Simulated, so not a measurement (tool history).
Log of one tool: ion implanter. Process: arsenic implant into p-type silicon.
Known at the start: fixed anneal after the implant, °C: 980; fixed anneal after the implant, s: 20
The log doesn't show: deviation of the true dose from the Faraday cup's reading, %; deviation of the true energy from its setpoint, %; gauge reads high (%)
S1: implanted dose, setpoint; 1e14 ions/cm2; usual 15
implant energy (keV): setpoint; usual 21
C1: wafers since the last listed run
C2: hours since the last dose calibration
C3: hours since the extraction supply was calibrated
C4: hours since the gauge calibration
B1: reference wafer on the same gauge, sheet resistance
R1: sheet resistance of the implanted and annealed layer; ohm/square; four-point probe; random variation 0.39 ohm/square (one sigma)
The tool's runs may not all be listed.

run 1 day=0 | S1=15 implant_energy_(keV)=21 | C1=0 C2=504.9 C3=1435.5 C4=635.9 | B1=122.97 | R1=124.12
run 2 day=1.188 | S1=13.92 implant_energy_(keV)=21 | C1=459 C2=533.4 C3=1464 C4=664.4 | B1=122.94 | R1=127
run 3 day=4.088 | S1=13.92 implant_energy_(keV)=21 | C1=1122 C2=603 C3=1533.6 C4=734 | B1=122.98 | R1=126.14
run 4 day=6.504 | S1=13.92 implant_energy_(keV)=21 | C1=935 C2=661 C3=1591.6 C4=792 | B1=122.76 | R1=126.4
run 5 day=8.321 | S1=15 implant_energy_(keV)=21 | C1=702 C2=704.6 C3=1635.2 C4=835.6 | B1=122.92 | R1=124.15
run 6 day=10.108 | S1=15 implant_energy_(keV)=21 | C1=691 C2=747.5 C3=1678.1 C4=878.5 | B1=123.02 | R1=123.81
-- day=11.033 Faraday cup replaced and dose calibrated
run 7 day=11.875 | S1=15 implant_energy_(keV)=21 | C1=554 C2=20.2 C3=1720.5 C4=920.9 | B1=122.95 | R1=123.67
run 8 day=13.325 | S1=11.89 implant_energy_(keV)=26.5 | C1=561 C2=55 C3=1755.3 C4=955.7 | B1=123.05 | R1=121.64
run 9 day=15.25 | S1=11.89 implant_energy_(keV)=26.5 | C1=744 C2=101.2 C3=1801.5 C4=1001.9 | B1=123.02 | R1=121.06
run 10 day=17.171 | S1=11.89 implant_energy_(keV)=26.5 | C1=743 C2=147.3 C3=1847.6 C4=1048 | B1=123.02 | R1=121.21
run 11 day=18.404 | S1=15 implant_energy_(keV)=25.5 | C1=477 C2=176.9 C3=1877.2 C4=1077.6 | B1=123 | R1=113.83
run 12 day=19.617 | S1=15 implant_energy_(keV)=21 | C1=469 C2=206 C3=1906.3 C4=1106.7 | B1=122.91 | R1=123.55
run 13 day=21 | S1=15 implant_energy_(keV)=21 | C1=535 C2=239.2 C3=1939.5 C4=1139.9 | B1=122.95 | R1=124.24
run 14 day=22.867 | S1=15 implant_energy_(keV)=21 | C1=722 C2=284 C3=1984.3 C4=1184.7 | B1=123.03 | R1=123.97
run 15 day=29.908 | S1=11.91 implant_energy_(keV)=15.5 | C1=2724 C2=453 C3=2153.3 C4=1353.7 | B1=123.11 | R1=147.03
run 16 day=31.854 | S1=13.83 implant_energy_(keV)=14 | C1=752 C2=499.7 C3=2200 C4=1400.4 | B1=123.08 | R1=146.11
run 17 day=33.025 | S1=13.69 implant_energy_(keV)=26 | C1=453 C2=527.8 C3=2228.1 C4=1428.5 | B1=122.97 | R1=115.76
run 18 day=34.342 | S1=10.82 implant_energy_(keV)=14 | C1=509 C2=559.4 C3=2259.7 C4=1460.1 | B1=123.02 | R1=156.36
run 19 day=36.292 | S1=13.47 implant_energy_(keV)=21 | C1=754 C2=606.2 C3=2306.5 C4=1506.9 | B1=123 | R1=126.4
run 20 day=37.879 | S1=19.36 implant_energy_(keV)=17.5 | C1=614 C2=644.3 C3=2344.6 C4=1545 | B1=123.07 | R1=126.27
run 21 day=39.775 | S1=13.17 implant_energy_(keV)=15.5 | C1=733 C2=689.8 C3=2390.1 C4=1590.5 | B1=122.9 | R1=143.06
run 22 day=41.017 | S1=13.71 implant_energy_(keV)=16.5 | C1=480 C2=719.6 C3=2419.9 C4=1620.3 | B1=122.99 | R1=137.84
run 23 day=42.492 | S1=16.68 implant_energy_(keV)=16 | C1=570 C2=755 C3=2455.3 C4=1655.7 | B1=122.83 | R1=134.51
-- day=43.129 extraction supply calibrated
-- day=46.804 Faraday cup replaced and dose calibrated
-- day=49.05 gauge calibrated
run 24 day=50.167 | S1=12.76 implant_energy_(keV)=27 | C1=2711 C2=80.7 C3=168.9 C4=26.8 | B1=122.95 | R1=118.36
run 25 day=52.192 | S1=13.17 implant_energy_(keV)=15.5 | C1=783 C2=129.3 C3=217.5 C4=75.4 | B1=123.13 | R1=145.25
run 26 day=54.942 | S1=10.95 implant_energy_(keV)=21 | C1=1064 C2=195.3 C3=283.5 C4=141.4 | B1=122.9 | R1=138.59
run 27 day=56.95 | S1=15 implant_energy_(keV)=21 | C1=777 C2=243.5 C3=331.7 C4=189.6 | B1=123.04 | R1=125.94
run 28 day=59.196 | S1=12.4 implant_energy_(keV)=25.5 | C1=868 C2=297.4 C3=385.6 C4=243.5 | B1=123.22 | R1=122.46
run 29 day=61.288 | S1=15 implant_energy_(keV)=21 | C1=809 C2=347.6 C3=435.8 C4=293.7 | B1=123.22 | R1=124.62
run 30 day=63.312 | S1=17.92 implant_energy_(keV)=19 | C1=783 C2=396.2 C3=484.4 C4=342.3 | B1=123.01 | R1=126.67
run 31 day=65.233 | S1=10.57 implant_energy_(keV)=21 | C1=743 C2=442.3 C3=530.5 C4=388.4 | B1=123.17 | R1=140.02

Forecast run 32:
run 32 day=66.829 | S1=15 implant_energy_(keV)=21 | C1=617 C2=480.6 C3=568.8 C4=426.7 | B1=? | R1=?

B1: 123.04
R1: 125.5 ohm/square
Without the tool's hidden state the same run would have given R1 125.32 ohm/square.
